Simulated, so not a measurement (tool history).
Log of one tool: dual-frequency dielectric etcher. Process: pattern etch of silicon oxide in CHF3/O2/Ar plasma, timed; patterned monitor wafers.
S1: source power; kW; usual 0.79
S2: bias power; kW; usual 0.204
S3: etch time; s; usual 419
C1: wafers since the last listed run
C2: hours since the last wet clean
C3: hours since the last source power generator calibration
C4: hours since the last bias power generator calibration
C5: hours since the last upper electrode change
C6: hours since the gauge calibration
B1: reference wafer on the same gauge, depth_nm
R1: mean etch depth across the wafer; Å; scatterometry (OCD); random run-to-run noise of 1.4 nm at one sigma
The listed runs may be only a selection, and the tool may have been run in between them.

Run 1, hour 0: usual settings; C1 0; C2 440.2; C3 4585.3; C4 2253.6; C5 4099.9; C6 289.2; B1 1086.2. Result: R1 9364 Å.
Run 2, hour 11: usual settings; C1 47; C2 451.2; C3 4596.3; C4 2264.6; C5 4110.9; C6 300.2; B1 1085.8. Result: R1 9325 Å.
Run 3, hour 43.1: usual settings; C1 138; C2 483.3; C3 4628.4; C4 2296.7; C5 4143; C6 332.3; B1 1086. Result: R1 9365 Å.
Run 4, hour 52.2: usual settings; C1 39; C2 492.4; C3 4637.5; C4 2305.8; C5 4152.1; C6 341.4; B1 1085.8. Result: R1 9359 Å.
Run 5, hour 65.6: usual settings; C1 57; C2 505.8; C3 4650.9; C4 2319.2; C5 4165.5; C6 354.8; B1 1086. Result: R1 9376 Å.
Run 6, hour 77.1: usual settings; C1 49; C2 517.3; C3 4662.4; C4 2330.7; C5 4177; C6 366.3; B1 1086.2. Result: R1 9362 Å.
Run 7, hour 86: usual settings; C1 38; C2 526.2; C3 4671.3; C4 2339.6; C5 4185.9; C6 375.2; B1 1085.5. Result: R1 9367 Å.
Run 8, hour 93.2: usual settings; C1 31; C2 533.4; C3 4678.5; C4 2346.8; C5 4193.1; C6 382.4; B1 1086.1. Result: R1 9383 Å.
Run 9, hour 108.1: usual settings but S3 491.5 s; C1 64; C2 548.3; C3 4693.4; C4 2361.7; C5 4208; C6 397.3; B1 1086. Result: R1 10987 Å.
At hour 122.5: gauge calibrated.
At hour 136.6: wet clean of the chamber.
At hour 151.8: upper electrode replaced.
Run 10, hour 152.3: usual settings but S1 0.64 kW; C1 21; C2 15.7; C3 4737.6; C4 2405.9; C5 0.5; C6 29.8; B1 1086.2. Result: R1 8667 Å.
Run 11, hour 152.8: usual settings; C1 2; C2 16.2; C3 4738.1; C4 2406.4; C5 1; C6 30.3; B1 1086.2. Result: R1 9333 Å.
Run 12, hour 153.2: usual settings; C1 1; C2 16.6; C3 4738.5; C4 2406.8; C5 1.4; C6 30.7; B1 1086.3. Result: R1 9310 Å.
Run 13, hour 153.6: usual settings; C1 1; C2 17; C3 4738.9; C4 2407.2; C5 1.8; C6 31.1; B1 1085.9. Result: R1 9319 Å.
Run 14, hour 162.5: usual settings but S3 490.5 s; C1 38; C2 25.9; C3 4747.8; C4 2416.1; C5 10.7; C6 40; B1 1086.1. Result: R1 10893 Å.
Run 15, hour 172.6: usual settings; C1 43; C2 36; C3 4757.9; C4 2426.2; C5 20.8; C6 50.1; B1 1086.1. Result: R1 9292 Å.
At hour 178.5: source power generator calibrated.
Run 16, hour 186.6: usual settings but S1 0.88 kW, S3 367 s; C1 43; C2 50; C3 8.1; C4 2440.2; C5 34.8; C6 64.1; B1 1085.9. Result: R1 8470 Å.
Run 17, hour 198.6: usual settings but S1 0.88 kW, S3 354.5 s; C1 51; C2 62; C3 20.1; C4 2452.2; C5 46.8; C6 76.1; B1 1086.1. Result: R1 8174 Å.
Run 18, hour 212.7: usual settings; C1 60; C2 76.1; C3 34.2; C4 2466.3; C5 60.9; C6 90.2; B1 1086. Result: R1 9324 Å.
Run 19, hour 227.4: usual settings but S1 0.7 kW, S2 0.187 kW, S3 307.5 s; C1 63; C2 90.8; C3 48.9; C4 2481; C5 75.6; C6 104.9; B1 1085.7. Result: R1 6310 Å.
Run 20, hour 240.1: usual settings; C1 54; C2 103.5; C3 61.6; C4 2493.7; C5 88.3; C6 117.6; B1 1085.9. Result: R1 9314 Å.
Run 21, hour 247.5: usual settings but S1 0.92 kW, S2 0.244 kW, S3 496 s; C1 31; C2 110.9; C3 69; C4 2501.1; C5 95.7; C6 125; B1 1085.8. Result: R1 12512 Å.
At hour 258.5: bias power generator calibrated.
Run 22, hour 259: usual settings but S1 0.86 kW, S3 375.5 s; C1 32; C2 122.4; C3 80.5; C4 0.5; C5 107.2; C6 136.5; B1 1086.1. Result: R1 8593 Å.
Run 23, hour 273.4: usual settings but S2 0.163 kW; C1 62; C2 136.8; C3 94.9; C4 14.9; C5 121.6; C6 150.9; B1 1085.8. Result: R1 8480 Å.
Run 24, hour 284.8: usual settings but S1 0.94 kW, S2 0.246 kW; C1 49; C2 148.2; C3 106.3; C4 26.3; C5 133; C6 162.3; B1 1086. Result: R1 10684 Å.
Run 25, hour 295.4: usual settings but S1 0.93 kW, S2 0.242 kW, S3 479 s; C1 45; C2 158.8; C3 116.9; C4 36.9; C5 143.6; C6 172.9; B1 1085.9. Result: R1 12101 Å.
Run 26, hour 309.8: usual settings; C1 62; C2 173.2; C3 131.3; C4 51.3; C5 158; C6 187.3; B1 1085.5. Result: R1 9320 Å.
Run 27, hour 325: usual settings but S1 0.65 kW, S3 542 s; C1 65; C2 188.4; C3 146.5; C4 66.5; C5 173.2; C6 202.5; B1 1086.3. Result: R1 11266 Å.
Run 28, hour 341.4: usual settings; C1 70; C2 204.8; C3 162.9; C4 82.9; C5 189.6; C6 218.9; B1 1086.2. Result: R1 9310 Å.
Run 29, hour 392.3: usual settings but S3 469.5 s; C1 219; C2 255.7; C3 213.8; C4 133.8; C5 240.5; C6 269.8; B1 1085.9. Result: R1 10471 Å.
Run 30, hour 400.7: usual settings but S1 0.92 kW, S2 0.244 kW, S3 324 s; C1 36; C2 264.1; C3 222.2; C4 142.2; C5 248.9; C6 278.2; B1 1086.1. Result: R1 8192 Å.
Run 31, hour 417.7: usual settings but S1 0.9 kW, S2 0.235 kW, S3 299.5 s; C1 73; C2 281.1; C3 239.2; C4 159.2; C5 265.9; C6 295.2; B1 1086.3. Result: R1 7397 Å.

Consider 3 possible next runs. They are alternatives, not a sequence: every one starts from the tool as it was left by run 31. What does each give?
Run A, hour 418.2: usual settings but S3 321.5 s; C1 2; C2 281.6; C3 239.7; C4 159.7; C5 266.4; C6 295.7; B1 ?. Result: R1 ?.
Run B, hour 418.2: usual settings but S1 0.86 kW, S3 354 s; C1 2; C2 281.6; C3 239.7; C4 159.7; C5 266.4; C6 295.7; B1 ?. Result: R1 ?.
Run C, hour 418.2: usual settings but S1 0.59 kW, S2 0.218 kW, S3 502.5 s; C1 2; C2 281.6; C3 239.7; C4 159.7; C5 266.4; C6 295.7; B1 ?. Result: R1 ?.

run      B1     R1
  A  1086.3   7168
  B  1086.3   8133
  C  1086.3  10415
Without the tool's unlogged condition, the same runs would have read:
run     R1
  A   7127
  B   8086
  C  10356

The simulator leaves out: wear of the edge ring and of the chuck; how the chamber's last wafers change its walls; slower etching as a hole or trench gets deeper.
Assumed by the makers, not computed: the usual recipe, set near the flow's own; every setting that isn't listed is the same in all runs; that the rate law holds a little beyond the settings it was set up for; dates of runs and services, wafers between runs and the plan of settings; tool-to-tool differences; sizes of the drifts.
